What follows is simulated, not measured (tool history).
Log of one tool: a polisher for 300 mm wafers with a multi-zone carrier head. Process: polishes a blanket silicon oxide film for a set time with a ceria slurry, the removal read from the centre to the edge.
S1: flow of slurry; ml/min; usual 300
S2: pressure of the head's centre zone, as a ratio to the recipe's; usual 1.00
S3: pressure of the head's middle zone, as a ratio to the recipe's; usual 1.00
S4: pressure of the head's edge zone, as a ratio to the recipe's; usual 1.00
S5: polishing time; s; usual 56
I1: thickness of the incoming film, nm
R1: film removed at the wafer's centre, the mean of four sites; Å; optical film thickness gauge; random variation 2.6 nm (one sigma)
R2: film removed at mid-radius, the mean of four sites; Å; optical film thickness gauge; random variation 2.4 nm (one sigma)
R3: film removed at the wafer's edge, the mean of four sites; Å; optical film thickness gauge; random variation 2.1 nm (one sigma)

Run 1, hour 0.0: usual settings; I1 764.4. Result: R1 2213 Å, R2 2073 Å, R3 2057 Å.
At hour 47.3: edge zone pressure recalibrated.
At hour 61.3: centre zone pressure recalibrated.
At hour 61.8: worn pad replaced by a new one.
Run 2, hour 62.3: usual settings; I1 767.9. Result: R1 2296 Å, R2 2321 Å, R3 2309 Å.
Run 3, hour 110.8: usual settings but S1 260 ml/min; I1 769.6. Result: R1 2282 Å, R2 2283 Å, R3 2301 Å.
Run 4, hour 201.8: usual settings but S1 260 ml/min; I1 776.0. Result: R1 2269 Å, R2 2306 Å, R3 2209 Å.
Run 5, hour 262.4: usual settings but S2 1.08; I1 772.3. Result: R1 2477 Å, R2 2303 Å, R3 2274 Å.
Run 6, hour 343.5: usual settings but S1 260 ml/min; I1 783.7. Result: R1 2215 Å, R2 2235 Å, R3 2178 Å.
Run 7, hour 406.6: usual settings but S1 320 ml/min; I1 769.7. Result: R1 2309 Å, R2 2258 Å, R3 2203 Å.
Run 8, hour 482.7: usual settings but S2 1.06; I1 764.9. Result: R1 2465 Å, R2 2190 Å, R3 2147 Å.
At hour 556.4: worn pad replaced by a new one.
Run 9, hour 577.9: usual settings; I1 777.4. Result: R1 2583 Å, R2 2381 Å, R3 2293 Å.
At hour 629.2: carrier head's membrane replaced by a new one.
At hour 632.2: centre zone pressure recalibrated.
At hour 638.3: slurry nozzle cleaned.
At hour 683.9: edge zone pressure recalibrated.
Run 10, hour 685.7: usual settings but S1 335 ml/min, S3 1.11; I1 767.6. Result: R1 2235 Å, R2 2589 Å, R3 2304 Å.
Run 11, hour 729.6: usual settings but S4 0.88; I1 767.5. Result: R1 2283 Å, R2 2271 Å, R3 2180 Å.
Run 12, hour 766.8: usual settings but S1 355 ml/min, S3 1.08; I1 766.5. Result: R1 2269 Å, R2 2518 Å, R3 2293 Å.
Run 13, hour 815.0: usual settings but S4 1.08; I1 770.4. Result: R1 2225 Å, R2 2286 Å, R3 2330 Å.
Run 14, hour 894.7: usual settings but S1 350 ml/min, S4 0.97; I1 761.7. Result: R1 2248 Å, R2 2247 Å, R3 2189 Å.
Run 15, hour 945.8: usual settings; I1 756.1. Result: R1 2203 Å, R2 2211 Å, R3 2195 Å.
Run 16, hour 1005.3: usual settings; I1 771.2. Result: R1 2180 Å, R2 2157 Å, R3 2156 Å.
At hour 1044.1: worn pad replaced by a new one.
Run 17, hour 1044.6: usual settings but S1 220 ml/min, S3 1.11; I1 780.1. Result: R1 2291 Å, R2 2498 Å, R3 2287 Å.
Run 18, hour 1111.3: usual settings; I1 760.2. Result: R1 2434 Å, R2 2411 Å, R3 2332 Å.
Run 19, hour 1201.7: usual settings but S1 360 ml/min; I1 763.7. Result: R1 2565 Å, R2 2389 Å, R3 2325 Å.
At hour 1226.3: centre zone pressure recalibrated.
At hour 1303.2: edge zone pressure recalibrated.
Run 20, hour 1344.3: usual settings but S2 0.95, S4 1.09; I1 753.1. Result: R1 2102 Å, R2 2296 Å, R3 2323 Å.
At hour 1415.8: slurry nozzle cleaned.
Run 21, hour 1551.8: usual settings but S1 220 ml/min, S3 1.10; I1 771.7. Result: R1 2079 Å, R2 2239 Å, R3 1988 Å.
At hour 1596.3: worn pad replaced by a new one.
Run 22, hour 1613.4: usual settings; I1 763.5. Result: R1 2463 Å, R2 2368 Å, R3 2301 Å.
Run 23, hour 1655.9: usual settings but S2 1.11; I1 772.6. Result: R1 2718 Å, R2 2350 Å, R3 2300 Å.

Forecast each of these 3 alternatives for the next run:
Run A, hour 1656.3: usual settings but S4 0.96; I1 777.8. Result: R1 ?, R2 ?, R3 ?.
Run B, hour 1656.3: usual settings but S1 365 ml/min, S2 1.06; I1 777.8. Result: R1 ?, R2 ?, R3 ?.
Run C, hour 1656.3: usual settings but S1 205 ml/min, S3 1.10, S4 0.95, S5 64 s; I1 777.8. Result: R1 ?, R2 ?, R3 ?.

run    R1    R2    R3
  A  2449  2355  2292
  B  2650  2398  2371
  C  2645  2772  2504
Without the tool's hidden state the same runs would have given:
run    R1    R2    R3
  A  2283  2371  2306
  B  2472  2415  2386
  C  2466  2790  2520
